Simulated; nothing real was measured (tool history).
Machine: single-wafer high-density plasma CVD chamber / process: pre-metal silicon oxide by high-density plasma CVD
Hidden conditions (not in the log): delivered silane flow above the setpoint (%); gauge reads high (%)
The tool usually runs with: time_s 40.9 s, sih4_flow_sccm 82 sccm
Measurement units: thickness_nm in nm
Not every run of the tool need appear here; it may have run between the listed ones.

run	hour	time_s	sih4_flow_sccm	wafers since the last listed run	hours since the silane flow controller was replaced	hours since the gauge calibration	read-back reference wafer on the same gauge, thickness_nm	thickness_nm
1	0	40.9	82	0	4073	444.8	316.778	380.186
2	31	40.9	82	653	4104	475.8	316.954	380.104
3	54.1	40.9	82	486	4127.1	498.9	316.867	380.606
4	71.3	40.9	82	362	4144.3	516.1	316.918	380.126
5	150.1	40.9	82	1660	4223.1	594.9	317.144	380.687
6	162.9	40.9	82	269	4235.9	607.7	316.878	381.369
7	176.8	40.9	82	292	4249.8	621.6	317.007	381.404
8	199	40.9	82	467	4272	643.8	316.995	381.783
9	217.9	40.9	82	398	4290.9	662.7	317.146	381.84
10	237.6	40.9	82	415	4310.6	682.4	317.064	382.33
# hour 245: gauge calibrated
# hour 259.5: silane flow controller replaced
11	260	40.9	82	303	0.5	15	317.028	364.099
12	284	36.8	76	505	24.5	39	316.977	304.959
13	316.2	33	76	678	56.7	71.2	317.186	273.561
14	340.1	40.9	90	503	80.6	95.1	317.133	396.643
15	367.8	40.9	82	583	108.3	122.8	317.19	364.708
16	401.7	44.6	91	714	142.2	156.7	316.906	438.9
17	418.1	47.6	91	345	158.6	173.1	316.752	467.018
18	436.3	40.9	82	383	176.8	191.3	316.966	363.797
19	458.2	46.2	94	461	198.7	213.2	317.026	467.996
20	470.5	40.9	76	259	211	225.5	317.009	339.106
21	517	44.8	68	979	257.5	272	316.755	334.689
22	533.6	40.9	82	349	274.1	288.6	317.048	364.206

State the hidden condition of the tool at each of the runs:
gauge reads high (%): 0 at every run
H1: delivered silane flow above the setpoint (%)
run	H1
1	4.96
2	5.04
3	5.11
4	5.15
5	5.36
6	5.4
7	5.44
8	5.5
9	5.55
10	5.6
11	0.386
12	0.386
13	0.387
14	0.388
15	0.389
16	0.392
17	0.394
18	0.396
19	0.398
20	0.4
21	0.407
22	0.41
